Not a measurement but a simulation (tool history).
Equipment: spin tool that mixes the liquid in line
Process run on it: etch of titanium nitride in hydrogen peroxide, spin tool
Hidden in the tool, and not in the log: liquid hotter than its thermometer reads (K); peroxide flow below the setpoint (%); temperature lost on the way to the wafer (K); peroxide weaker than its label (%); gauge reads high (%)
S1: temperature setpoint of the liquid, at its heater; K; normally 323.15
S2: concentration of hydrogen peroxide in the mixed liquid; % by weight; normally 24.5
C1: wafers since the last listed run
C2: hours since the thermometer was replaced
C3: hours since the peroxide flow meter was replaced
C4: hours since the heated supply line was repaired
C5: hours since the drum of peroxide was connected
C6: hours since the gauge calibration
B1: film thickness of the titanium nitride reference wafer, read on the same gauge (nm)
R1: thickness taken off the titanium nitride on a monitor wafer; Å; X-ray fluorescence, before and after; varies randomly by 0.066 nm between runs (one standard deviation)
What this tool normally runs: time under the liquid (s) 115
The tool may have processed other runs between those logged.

run 1 hour=0 | S1=323.15 S2=24.5 time_under_the_liquid_(s)=115 | C1=0 C2=1113.9 C3=941.6 C4=3901.5 C5=374.6 C6=70.8 | B1=40.01 | R1=49.9
-- hour=8.4 thermometer replaced
run 2 hour=13.7 | S1=323.15 S2=24.5 time_under_the_liquid_(s)=115 | C1=156 C2=5.3 C3=955.3 C4=3915.2 C5=388.3 C6=84.5 | B1=40.04 | R1=50.4
run 3 hour=35.6 | S1=323.15 S2=24.5 time_under_the_liquid_(s)=115 | C1=270 C2=27.2 C3=977.2 C4=3937.1 C5=410.2 C6=106.4 | B1=39.99 | R1=50.2
run 4 hour=60.2 | S1=323.15 S2=24.5 time_under_the_liquid_(s)=115 | C1=304 C2=51.8 C3=1001.8 C4=3961.7 C5=434.8 C6=131 | B1=39.98 | R1=50.3
run 5 hour=82.7 | S1=323.15 S2=24.5 time_under_the_liquid_(s)=115 | C1=278 C2=74.3 C3=1024.3 C4=3984.2 C5=457.3 C6=153.5 | B1=40.02 | R1=50.6
-- hour=154 new drum of peroxide connected
run 6 hour=159.5 | S1=323.15 S2=24.5 time_under_the_liquid_(s)=115 | C1=936 C2=151.1 C3=1101.1 C4=4061 C5=5.5 C6=230.3 | B1=40.02 | R1=50.5
run 7 hour=185.1 | S1=319.15 S2=18 time_under_the_liquid_(s)=90 | C1=316 C2=176.7 C3=1126.7 C4=4086.6 C5=31.1 C6=255.9 | B1=40 | R1=26.8
run 8 hour=220.4 | S1=320.15 S2=24.5 time_under_the_liquid_(s)=115 | C1=436 C2=212 C3=1162 C4=4121.9 C5=66.4 C6=291.2 | B1=40.05 | R1=39.8
run 9 hour=253.2 | S1=330.65 S2=27 time_under_the_liquid_(s)=60 | C1=405 C2=244.8 C3=1194.8 C4=4154.7 C5=99.2 C6=324 | B1=40.01 | R1=45.4
run 10 hour=268.6 | S1=323.15 S2=24.5 time_under_the_liquid_(s)=45 | C1=190 C2=260.2 C3=1210.2 C4=4170.1 C5=114.6 C6=339.4 | B1=40 | R1=19.5
run 11 hour=302.4 | S1=332.65 S2=22 time_under_the_liquid_(s)=115 | C1=417 C2=294 C3=1244 C4=4203.9 C5=148.4 C6=373.2 | B1=40.02 | R1=96.1
-- hour=319.9 heated supply line repaired
run 12 hour=320.4 | S1=327.65 S2=24.5 time_under_the_liquid_(s)=75 | C1=210 C2=312 C3=1262 C4=0.5 C5=166.4 C6=391.2 | B1=39.97 | R1=62.9
run 13 hour=350.6 | S1=323.15 S2=24.5 time_under_the_liquid_(s)=95 | C1=373 C2=342.2 C3=1292.2 C4=30.7 C5=196.6 C6=421.4 | B1=39.99 | R1=56.8
run 14 hour=374.2 | S1=323.15 S2=30 time_under_the_liquid_(s)=115 | C1=291 C2=365.8 C3=1315.8 C4=54.3 C5=220.2 C6=445 | B1=40 | R1=71.3
-- hour=396.9 peroxide flow meter replaced
run 15 hour=408.3 | S1=314.15 S2=22.5 time_under_the_liquid_(s)=185 | C1=409 C2=399.9 C3=11.4 C4=88.4 C5=254.3 C6=479.1 | B1=40 | R1=54.5
run 16 hour=424.3 | S1=317.15 S2=30 time_under_the_liquid_(s)=95 | C1=197 C2=415.9 C3=27.4 C4=104.4 C5=270.3 C6=495.1 | B1=40.01 | R1=38
run 17 hour=436.8 | S1=323.15 S2=27 time_under_the_liquid_(s)=65 | C1=154 C2=428.4 C3=39.9 C4=116.9 C5=282.8 C6=507.6 | B1=40.01 | R1=39.8
run 18 hour=454.7 | S1=331.15 S2=24.5 time_under_the_liquid_(s)=115 | C1=221 C2=446.3 C3=57.8 C4=134.8 C5=300.7 C6=525.5 | B1=40.06 | R1=122.3
run 19 hour=483.1 | S1=323.15 S2=24.5 time_under_the_liquid_(s)=115 | C1=350 C2=474.7 C3=86.2 C4=163.2 C5=329.1 C6=553.9 | B1=40.03 | R1=68.1
run 20 hour=508.1 | S1=323.15 S2=24.5 time_under_the_liquid_(s)=115 | C1=308 C2=499.7 C3=111.2 C4=188.2 C5=354.1 C6=578.9 | B1=40 | R1=69
run 21 hour=524.3 | S1=319.15 S2=24.5 time_under_the_liquid_(s)=180 | C1=200 C2=515.9 C3=127.4 C4=204.4 C5=370.3 C6=595.1 | B1=40.04 | R1=78.8
run 22 hour=548.8 | S1=330.65 S2=27 time_under_the_liquid_(s)=60 | C1=302 C2=540.4 C3=151.9 C4=228.9 C5=394.8 C6=619.6 | B1=39.99 | R1=62
-- hour=573.4 new drum of peroxide connected
run 23 hour=599.2 | S1=316.65 S2=24.5 time_under_the_liquid_(s)=145 | C1=610 C2=590.8 C3=202.3 C4=279.3 C5=25.8 C6=670 | B1=39.99 | R1=53.1
run 24 hour=631.3 | S1=328.65 S2=27 time_under_the_liquid_(s)=140 | C1=396 C2=622.9 C3=234.4 C4=311.4 C5=57.9 C6=702.1 | B1=40 | R1=125.6
run 25 hour=650.6 | S1=323.15 S2=24.5 time_under_the_liquid_(s)=115 | C1=238 C2=642.2 C3=253.7 C4=330.7 C5=77.2 C6=721.4 | B1=39.93 | R1=66.6
run 26 hour=748.7 | S1=323.15 S2=24.5 time_under_the_liquid_(s)=115 | C1=1212 C2=740.3 C3=351.8 C4=428.8 C5=175.3 C6=819.5 | B1=39.96 | R1=66.5

How the hidden state differs across the entries between the runs, from the last listed run before each to the first after it:
Logged between run 1 and run 2: thermometer replaced (hour 8.4)
  temperature lost on the way to the wafer (K): 4.39 -> 4.4
  measured less the result without the state, R1: -18.9 -> -19.2 Å
Logged between run 5 and run 6: new drum of peroxide connected (hour 154)
  temperature lost on the way to the wafer (K): 4.48 -> 4.56
  measured less the result without the state, R1: -19.6 -> -20 Å
Logged between run 11 and run 12: heated supply line repaired (hour 319.9)
  temperature lost on the way to the wafer (K): 4.72 -> 0.0978
  measured less the result without the state, R1: -37.1 -> -0.5 Å
Logged between run 14 and run 15: peroxide flow meter replaced (hour 396.9)
  temperature lost on the way to the wafer (K): 0.156 -> 0.194
  measured less the result without the state, R1: -0.8 -> -0.8 Å
Logged between run 22 and run 23: new drum of peroxide connected (hour 573.4)
  temperature lost on the way to the wafer (K): 0.347 -> 0.401
  measured less the result without the state, R1: -1.5 -> -1.6 Å
